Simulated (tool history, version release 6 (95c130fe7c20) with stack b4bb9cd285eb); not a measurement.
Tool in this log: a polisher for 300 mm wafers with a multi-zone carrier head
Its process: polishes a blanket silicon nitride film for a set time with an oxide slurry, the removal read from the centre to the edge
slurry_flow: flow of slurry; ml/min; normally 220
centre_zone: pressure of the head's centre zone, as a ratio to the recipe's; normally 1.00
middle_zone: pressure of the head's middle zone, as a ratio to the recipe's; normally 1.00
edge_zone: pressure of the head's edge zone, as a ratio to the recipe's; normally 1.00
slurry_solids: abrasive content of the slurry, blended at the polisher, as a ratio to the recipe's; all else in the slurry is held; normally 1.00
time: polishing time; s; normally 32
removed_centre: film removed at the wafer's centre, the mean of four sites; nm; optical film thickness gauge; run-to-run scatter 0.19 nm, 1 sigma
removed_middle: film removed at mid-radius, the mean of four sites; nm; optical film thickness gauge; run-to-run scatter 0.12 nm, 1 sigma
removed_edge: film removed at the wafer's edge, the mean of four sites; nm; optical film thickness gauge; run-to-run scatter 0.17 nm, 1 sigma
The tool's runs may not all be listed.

| run | hour | slurry_flow | centre_zone | middle_zone | edge_zone | slurry_solids | time | wafers since the last listed run | wafers polished on this pad | hours since the slurry nozzle was cleaned | hours since the centre zone pressure was calibrated | hours since the edge zone pressure was calibrated | hours since the carrier head's membrane was replaced | incoming thickness of the incoming film, nm | removed_centre | removed_middle | removed_edge |
|---|---|---|---|---|---|---|---|---|---|---|---|---|---|---|---|---|---|
| 1 | 0.0 | 185 | 1.00 | 1.00 | 1.00 | 1.00 | 32 | 0 | 3137 | 70.3 | 763.7 | 142.0 | 1168.5 | 342.1 | 15.8 | 15.8 | 16.0 |
| 2 | 70.7 | 220 | 1.00 | 1.05 | 1.00 | 1.00 | 32 | 898 | 4035 | 141.0 | 834.4 | 212.7 | 1239.2 | 338.2 | 16.3 | 17.0 | 16.2 |
|  | 115.6 | worn pad replaced by a new one |
|  | 215.5 | edge zone pressure recalibrated |
| 3 | 216.0 | 220 | 1.00 | 1.05 | 1.00 | 1.00 | 32 | 1769 | 1250 | 286.3 | 979.7 | 0.5 | 1384.5 | 339.2 | 15.8 | 16.3 | 15.8 |
| 4 | 238.7 | 220 | 1.00 | 1.00 | 1.00 | 1.00 | 36 | 288 | 1538 | 309.0 | 1002.4 | 23.2 | 1407.2 | 342.8 | 17.8 | 17.8 | 18.1 |
|  | 266.4 | carrier head's membrane replaced by a new one |
| 5 | 269.2 | 220 | 1.00 | 1.00 | 1.00 | 0.70 | 22 | 323 | 1862 | 339.5 | 1032.9 | 53.7 | 2.8 | 334.9 | 9.3 | 9.6 | 9.5 |
|  | 301.7 | centre zone pressure recalibrated |
| 6 | 331.8 | 220 | 1.00 | 1.00 | 1.00 | 1.00 | 32 | 769 | 2632 | 402.1 | 30.1 | 116.3 | 65.4 | 340.0 | 15.0 | 15.3 | 15.4 |
| 7 | 403.0 | 220 | 1.00 | 0.92 | 1.00 | 1.20 | 29 | 904 | 3536 | 473.3 | 101.3 | 187.5 | 136.6 | 338.2 | 14.1 | 13.5 | 14.7 |
| 8 | 460.3 | 220 | 1.00 | 0.91 | 1.00 | 1.00 | 25 | 728 | 4264 | 530.6 | 158.6 | 244.8 | 193.9 | 341.7 | 11.1 | 10.7 | 11.9 |
|  | 469.2 | slurry nozzle cleaned |
|  | 504.7 | worn pad replaced by a new one |
| 9 | 508.9 | 220 | 1.00 | 1.10 | 1.00 | 1.00 | 38 | 553 | 53 | 39.7 | 207.2 | 293.4 | 242.5 | 341.7 | 19.6 | 21.1 | 19.9 |
| 10 | 557.4 | 220 | 1.00 | 1.00 | 1.00 | 1.00 | 32 | 616 | 669 | 88.2 | 255.7 | 341.9 | 291.0 | 341.0 | 16.4 | 16.5 | 16.6 |
| 11 | 618.6 | 220 | 1.00 | 0.97 | 1.04 | 1.00 | 25 | 777 | 1447 | 149.4 | 316.9 | 403.1 | 352.2 | 344.2 | 12.8 | 12.5 | 13.0 |
|  | 633.3 | edge zone pressure recalibrated |
| 12 | 669.1 | 220 | 1.05 | 0.89 | 0.94 | 0.90 | 32 | 616 | 2063 | 199.9 | 367.4 | 35.8 | 402.7 | 338.6 | 16.7 | 14.5 | 15.5 |
| 13 | 734.1 | 220 | 1.00 | 0.91 | 0.94 | 1.15 | 40 | 825 | 2889 | 264.9 | 432.4 | 100.8 | 467.7 | 336.5 | 20.9 | 19.7 | 20.3 |
| 14 | 766.6 | 195 | 1.00 | 1.10 | 1.00 | 1.00 | 32 | 412 | 3302 | 297.4 | 464.9 | 133.3 | 500.2 | 338.3 | 15.3 | 16.8 | 15.8 |
| 15 | 794.2 | 180 | 1.06 | 1.00 | 1.00 | 0.80 | 32 | 350 | 3652 | 325.0 | 492.5 | 160.9 | 527.8 | 344.1 | 14.7 | 14.0 | 14.3 |
| 16 | 845.3 | 185 | 1.00 | 1.00 | 1.00 | 1.00 | 38 | 649 | 4301 | 376.1 | 543.6 | 212.0 | 578.9 | 338.1 | 17.5 | 17.8 | 18.2 |
| 17 | 902.3 | 220 | 1.00 | 1.00 | 1.00 | 1.00 | 32 | 724 | 5026 | 433.1 | 600.6 | 269.0 | 635.9 | 337.4 | 15.6 | 15.4 | 15.9 |
| 18 | 930.9 | 220 | 1.00 | 1.00 | 1.00 | 1.00 | 32 | 363 | 5389 | 461.7 | 629.2 | 297.6 | 664.5 | 345.7 | 14.9 | 15.3 | 15.8 |
|  | 935.7 | worn pad replaced by a new one |
| 19 | 995.4 | 220 | 1.00 | 1.00 | 1.00 | 1.00 | 41 | 768 | 758 | 526.2 | 693.7 | 362.1 | 729.0 | 335.6 | 18.8 | 19.3 | 19.7 |
|  | 1001.3 | slurry nozzle cleaned |
|  | 1006.5 | edge zone pressure recalibrated |
| 20 | 1066.7 | 220 | 1.00 | 1.00 | 0.91 | 1.00 | 40 | 867 | 1626 | 65.4 | 765.0 | 60.2 | 800.3 | 345.0 | 21.0 | 20.7 | 19.5 |
| 21 | 1116.1 | 220 | 1.00 | 1.00 | 1.00 | 1.00 | 32 | 627 | 2253 | 114.8 | 814.4 | 109.6 | 849.7 | 339.1 | 16.2 | 16.2 | 16.2 |

Predict each of these 4 candidate next runs independently; none follows another, all start after run 21:
| A | 1116.5 | 170 | 1.00 | 1.00 | 1.00 | 1.00 | 32 | 5 | 2258 | 115.2 | 814.8 | 110.0 | 850.1 | 339.7 | ? | ? | ? |
| B | 1116.5 | 220 | 1.11 | 0.91 | 1.00 | 1.00 | 32 | 5 | 2258 | 115.2 | 814.8 | 110.0 | 850.1 | 339.7 | ? | ? | ? |
| C | 1116.5 | 220 | 1.00 | 0.96 | 0.89 | 1.00 | 32 | 5 | 2258 | 115.2 | 814.8 | 110.0 | 850.1 | 339.7 | ? | ? | ? |
| D | 1116.5 | 220 | 1.00 | 1.07 | 1.00 | 1.00 | 32 | 5 | 2258 | 115.2 | 814.8 | 110.0 | 850.1 | 339.7 | ? | ? | ? |

| run | removed_centre | removed_middle | removed_edge |
|---|---|---|---|
| A | 15.5 | 15.4 | 15.9 |
| B | 18.3 | 15.1 | 16.5 |
| C | 16.4 | 15.7 | 15.7 |
| D | 16.4 | 17.0 | 16.5 |
Stripped of hidden state, with their random variation kept, the same runs would have yielded:
| run | removed_centre | removed_middle | removed_edge |
|---|---|---|---|
| A | 16.1 | 15.8 | 16.2 |
| B | 18.7 | 15.5 | 16.8 |
| C | 16.8 | 16.1 | 16.0 |
| D | 16.9 | 17.3 | 16.7 |
